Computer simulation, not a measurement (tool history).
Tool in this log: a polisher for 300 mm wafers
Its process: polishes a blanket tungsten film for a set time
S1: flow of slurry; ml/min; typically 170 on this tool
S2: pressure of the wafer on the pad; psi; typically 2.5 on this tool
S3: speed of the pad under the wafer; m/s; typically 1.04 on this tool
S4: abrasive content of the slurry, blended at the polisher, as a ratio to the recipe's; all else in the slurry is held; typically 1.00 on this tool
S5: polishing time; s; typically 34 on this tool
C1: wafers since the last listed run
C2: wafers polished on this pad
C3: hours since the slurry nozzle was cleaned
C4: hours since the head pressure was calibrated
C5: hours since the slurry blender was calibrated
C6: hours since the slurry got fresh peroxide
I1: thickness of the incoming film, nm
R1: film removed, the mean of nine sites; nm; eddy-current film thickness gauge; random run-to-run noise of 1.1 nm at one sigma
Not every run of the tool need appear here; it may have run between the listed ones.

run,day,S1,S2,S3,S4,S5,C1,C2,C3,C4,C5,C6,I1,R1
1,0.000,170,2.5,1.04,1.00,34,0,385,327.7,960.3,332.4,40.0,896.7,107.8
# day 0.012: slurry tank refilled with fresh slurry and peroxide
2,0.500,170,2.5,1.04,1.00,34,106,492,339.7,972.3,344.4,11.7,869.2,107.4
3,0.917,170,2.5,1.04,1.00,34,91,583,349.7,982.3,354.4,21.7,876.0,106.5
4,1.188,170,2.5,1.04,1.00,34,59,642,356.2,988.8,360.9,28.2,873.8,104.8
5,1.817,170,3.2,1.04,1.00,34,137,780,371.3,1003.9,376.0,43.3,872.9,119.0
# day 1.992: slurry tank refilled with fresh slurry and peroxide
6,2.108,170,3.2,1.04,1.00,34,54,835,378.3,1010.9,383.0,2.8,878.2,118.8
7,2.521,210,2.5,1.04,1.00,34,90,925,388.2,1020.8,392.9,12.7,887.4,105.2
# day 2.712: slurry blender recalibrated
8,3.008,210,2.5,1.04,1.00,34,88,1014,399.9,1032.5,7.1,24.4,875.4,123.6
9,3.425,210,2.5,1.04,1.00,34,91,1105,409.9,1042.5,17.1,34.4,868.1,122.3
# day 3.600: worn pad replaced by a new one
10,3.738,220,2.5,0.72,0.75,34,31,30,417.4,1050.0,24.6,41.9,889.8,76.0
# day 3.867: slurry tank refilled with fresh slurry and peroxide
11,4.025,210,2.5,1.04,1.00,34,53,84,424.3,1056.9,31.5,3.8,891.5,121.0
12,4.546,150,2.2,1.04,1.20,30,114,198,436.8,1069.4,44.0,16.3,888.0,99.6
13,4.838,140,2.5,1.24,0.70,34,63,262,443.8,1076.4,51.0,23.3,868.4,113.1
# day 4.942: slurry nozzle cleaned
# day 5.392: head pressure recalibrated
14,5.575,170,1.9,0.92,1.00,34,134,396,15.2,4.4,68.7,41.0,872.4,95.3
# day 6.008: slurry tank refilled with fresh slurry and peroxide
15,6.312,145,3.4,1.04,1.00,34,152,548,32.9,22.1,86.4,7.3,885.7,148.5
16,6.838,170,2.5,1.04,1.00,34,114,663,45.5,34.7,99.0,19.9,882.9,123.8
17,7.283,170,2.5,1.04,1.00,34,97,760,56.2,45.4,109.7,30.6,875.9,124.8
18,8.008,170,2.5,1.04,1.25,34,158,919,73.6,62.8,127.1,48.0,880.3,132.8

Consider 4 possible next runs. They are alternatives, not a sequence: every one starts from the tool as it was left by run 18. What does each give?
A,8.025,170,2.5,1.04,1.00,34,3,923,74.0,63.2,127.5,48.4,886.0,?
B,8.025,140,3.2,1.04,0.90,39,3,923,74.0,63.2,127.5,48.4,886.0,?
C,8.025,170,2.9,1.20,1.00,27,3,923,74.0,63.2,127.5,48.4,886.0,?
D,8.025,200,2.5,1.04,1.00,34,3,923,74.0,63.2,127.5,48.4,886.0,?

run,R1
A,123.6
B,154.6
C,124.6
D,126.6
Without the tool's hidden state the same runs would have given:
run,R1
A,127.0
B,159.2
C,128.1
D,130.0
